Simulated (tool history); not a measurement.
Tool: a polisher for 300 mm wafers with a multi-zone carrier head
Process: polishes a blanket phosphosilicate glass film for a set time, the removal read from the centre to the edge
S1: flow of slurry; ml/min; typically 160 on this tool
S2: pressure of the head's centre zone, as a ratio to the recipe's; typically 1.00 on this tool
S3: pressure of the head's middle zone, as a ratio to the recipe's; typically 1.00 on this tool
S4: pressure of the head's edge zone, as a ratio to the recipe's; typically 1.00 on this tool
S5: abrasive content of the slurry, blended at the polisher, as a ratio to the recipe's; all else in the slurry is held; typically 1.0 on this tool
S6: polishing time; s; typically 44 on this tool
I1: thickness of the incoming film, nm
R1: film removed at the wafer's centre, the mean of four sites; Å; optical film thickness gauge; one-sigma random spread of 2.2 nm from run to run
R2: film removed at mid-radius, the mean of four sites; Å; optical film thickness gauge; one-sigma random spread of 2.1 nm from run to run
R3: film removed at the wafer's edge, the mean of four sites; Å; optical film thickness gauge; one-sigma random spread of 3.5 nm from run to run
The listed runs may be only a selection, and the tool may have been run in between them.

| run | hour | S1 | S2 | S3 | S4 | S5 | S6 | I1 | R1 | R2 | R3 |
|---|---|---|---|---|---|---|---|---|---|---|---|
| 1 | 0.0 | 160 | 1.00 | 1.00 | 1.00 | 1.0 | 44 | 4353.3 | 2440 | 2557 | 2546 |
|  | 6.9 | worn pad replaced by a new one |
| 2 | 46.2 | 160 | 1.00 | 1.00 | 1.00 | 1.0 | 44 | 4305.7 | 2635 | 2770 | 2741 |
| 3 | 148.7 | 160 | 1.00 | 1.00 | 1.00 | 1.0 | 44 | 4352.8 | 2485 | 2663 | 2594 |
|  | 230.2 | edge zone pressure recalibrated |
|  | 233.4 | worn pad replaced by a new one |
|  | 287.0 | centre zone pressure recalibrated |
|  | 344.6 | slurry nozzle cleaned |
| 4 | 371.2 | 160 | 1.00 | 1.00 | 1.00 | 1.0 | 44 | 4342.9 | 2516 | 2644 | 2604 |
|  | 451.3 | worn pad replaced by a new one, of another model than before |
| 5 | 451.8 | 160 | 1.00 | 1.00 | 1.00 | 1.0 | 44 | 4311.6 | 2687 | 2815 | 2832 |
|  | 487.8 | carrier head's membrane replaced by a new one |
| 6 | 510.3 | 160 | 1.00 | 1.00 | 1.00 | 1.0 | 44 | 4334.0 | 2665 | 2741 | 2707 |
| 7 | 548.5 | 160 | 1.00 | 1.00 | 1.00 | 1.0 | 44 | 4353.8 | 2600 | 2688 | 2710 |
| 8 | 604.5 | 160 | 1.00 | 1.00 | 1.00 | 1.0 | 44 | 4274.3 | 2514 | 2634 | 2584 |
|  | 658.2 | worn pad replaced by a new one |
|  | 658.6 | centre zone pressure recalibrated |
| 9 | 669.3 | 200 | 1.00 | 1.00 | 1.00 | 0.9 | 44 | 4332.5 | 2636 | 2735 | 2625 |
|  | 715.7 | edge zone pressure recalibrated |
| 10 | 737.2 | 160 | 0.91 | 1.00 | 0.91 | 1.2 | 55 | 4381.0 | 3336 | 3736 | 3543 |
| 11 | 777.4 | 160 | 1.00 | 1.08 | 1.00 | 0.9 | 44 | 4318.4 | 2381 | 2604 | 2478 |
|  | 787.4 | slurry nozzle cleaned |
| 12 | 841.7 | 205 | 1.00 | 1.00 | 1.08 | 1.0 | 44 | 4320.4 | 2573 | 2657 | 2715 |
|  | 855.4 | worn pad replaced by a new one |
| 13 | 935.3 | 160 | 1.00 | 1.00 | 1.00 | 1.0 | 44 | 4299.3 | 2660 | 2753 | 2706 |
| 14 | 987.3 | 195 | 0.92 | 1.00 | 1.00 | 1.0 | 44 | 4309.0 | 2446 | 2771 | 2736 |

Below, some changes in R1 between adjacent runs. For each, the amount present without the hidden state too (settings, incoming material, random variation) and the amount remaining for the hidden state with gauge scatter not shared by both compared results:
Unlogged tool condition in this case: removal rate lost through wear of the pad, %; slurry flow missing at the pad, %; deviation of the centre zone's pressure from its setpoint, %; deviation of the edge zone's pressure from its setpoint, %.
Run 1 -> 2: worn pad replaced by a new one. R1 +195 Å: hidden state +230, all else -35.
Run 10 -> 11: S2 0.91 -> 1.00, S3 1.00 -> 1.08, S4 0.91 -> 1.00, S5 1.2 -> 0.9, S6 55 -> 44. R1 -955 Å: hidden state -32, all else -923.
